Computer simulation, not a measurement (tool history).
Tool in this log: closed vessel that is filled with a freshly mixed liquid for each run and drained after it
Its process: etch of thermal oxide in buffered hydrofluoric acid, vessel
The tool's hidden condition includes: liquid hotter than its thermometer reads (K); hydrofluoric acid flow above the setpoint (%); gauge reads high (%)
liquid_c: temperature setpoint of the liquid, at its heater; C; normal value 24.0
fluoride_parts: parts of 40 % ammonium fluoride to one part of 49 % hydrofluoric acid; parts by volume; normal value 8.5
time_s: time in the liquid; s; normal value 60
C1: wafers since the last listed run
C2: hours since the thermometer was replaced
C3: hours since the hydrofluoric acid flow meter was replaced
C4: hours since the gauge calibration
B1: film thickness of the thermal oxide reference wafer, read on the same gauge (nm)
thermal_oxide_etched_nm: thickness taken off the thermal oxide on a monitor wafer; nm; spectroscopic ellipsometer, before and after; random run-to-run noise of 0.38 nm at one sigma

Run 1, day 0.000: usual settings but time_s 85 s; C1 0; C2 1984.3; C3 315.2; C4 347.0; B1 119.97. Result: thermal_oxide_etched_nm 114.75 nm.
Run 2, day 1.279: usual settings but time_s 85 s; C1 4463; C2 2015.0; C3 345.9; C4 377.7; B1 120.01. Result: thermal_oxide_etched_nm 114.04 nm.
Run 3, day 4.262: usual settings but fluoride_parts 6.5 parts by volume; C1 10408; C2 2086.6; C3 417.5; C4 449.3; B1 120.02. Result: thermal_oxide_etched_nm 105.51 nm.
Run 4, day 7.058: usual settings; C1 9754; C2 2153.7; C3 484.6; C4 516.4; B1 120.04. Result: thermal_oxide_etched_nm 81.09 nm.
Run 5, day 9.267: usual settings; C1 7704; C2 2206.7; C3 537.6; C4 569.4; B1 120.07. Result: thermal_oxide_etched_nm 81.10 nm.
Run 6, day 12.162: usual settings but liquid_c 21.0 C; C1 10103; C2 2276.2; C3 607.1; C4 638.9; B1 119.99. Result: thermal_oxide_etched_nm 68.36 nm.
Run 7, day 14.667: usual settings but liquid_c 21.0 C; C1 8737; C2 2336.3; C3 667.2; C4 699.0; B1 120.02. Result: thermal_oxide_etched_nm 68.93 nm.
At day 16.788: hydrofluoric acid flow meter replaced.
At day 19.729: thermometer replaced.
At day 21.462: gauge calibrated.
Run 8, day 22.204: usual settings but liquid_c 23.0 C; C1 26007; C2 59.4; C3 130.0; C4 17.8; B1 120.00. Result: thermal_oxide_etched_nm 76.00 nm.
Run 9, day 23.967: usual settings but liquid_c 23.0 C; C1 6149; C2 101.7; C3 172.3; C4 60.1; B1 119.99. Result: thermal_oxide_etched_nm 76.52 nm.
Run 10, day 26.746: usual settings but fluoride_parts 5.0 parts by volume; C1 9696; C2 168.4; C3 239.0; C4 126.8; B1 119.98. Result: thermal_oxide_etched_nm 132.71 nm.
Run 11, day 29.379: usual settings but liquid_c 22.5 C, time_s 80 s; C1 9187; C2 231.6; C3 302.2; C4 190.0; B1 120.04. Result: thermal_oxide_etched_nm 98.71 nm.
Run 12, day 32.229: usual settings but liquid_c 22.5 C, fluoride_parts 5.5 parts by volume; C1 9943; C2 300.0; C3 370.6; C4 258.4; B1 119.97. Result: thermal_oxide_etched_nm 113.01 nm.
Run 13, day 34.367: usual settings; C1 7457; C2 351.3; C3 421.9; C4 309.7; B1 120.01. Result: thermal_oxide_etched_nm 80.36 nm.
Run 14, day 35.583: usual settings but fluoride_parts 7.0 parts by volume, time_s 30 s; C1 4244; C2 380.5; C3 451.1; C4 338.9; B1 119.99. Result: thermal_oxide_etched_nm 49.32 nm.
Run 15, day 37.012: usual settings but liquid_c 28.5 C, fluoride_parts 11.5 parts by volume, time_s 95 s; C1 4986; C2 414.8; C3 485.4; C4 373.2; B1 120.03. Result: thermal_oxide_etched_nm 125.03 nm.
Run 16, day 38.975: usual settings but liquid_c 22.0 C, fluoride_parts 10.5 parts by volume, time_s 70 s; C1 6847; C2 461.9; C3 532.5; C4 420.3; B1 119.98. Result: thermal_oxide_etched_nm 69.93 nm.
Run 17, day 40.821: usual settings but liquid_c 25.5 C; C1 6440; C2 506.2; C3 576.8; C4 464.6; B1 120.02. Result: thermal_oxide_etched_nm 87.15 nm.
Run 18, day 41.908: usual settings but liquid_c 26.5 C, fluoride_parts 11.0 parts by volume, time_s 90 s; C1 3794; C2 532.3; C3 602.9; C4 490.7; B1 119.99. Result: thermal_oxide_etched_nm 110.59 nm.

Here are 4 independent what-if runs from the current tool condition. What would each one return?
Run A, day 41.938: usual settings but fluoride_parts 9.5 parts by volume; C1 101; C2 533.0; C3 603.6; C4 491.4; B1 ?. Result: thermal_oxide_etched_nm ?.
Run B, day 41.938: usual settings but liquid_c 25.5 C, fluoride_parts 10.0 parts by volume; C1 101; C2 533.0; C3 603.6; C4 491.4; B1 ?. Result: thermal_oxide_etched_nm ?.
Run C, day 41.938: usual settings but liquid_c 28.0 C; C1 101; C2 533.0; C3 603.6; C4 491.4; B1 ?. Result: thermal_oxide_etched_nm ?.
Run D, day 41.938: usual settings but liquid_c 19.5 C, time_s 70 s; C1 101; C2 533.0; C3 603.6; C4 491.4; B1 ?. Result: thermal_oxide_etched_nm ?.

run      B1  thermal_oxide_etched_nm
  A  119.98                    72.50
  B  119.98                    76.14
  C  119.98                    98.96
  D  119.98                    72.59
With no hidden state in the tool, these same runs would have given:
run  thermal_oxide_etched_nm
  A                    72.50
  B                    76.14
  C                    98.96
  D                    72.59
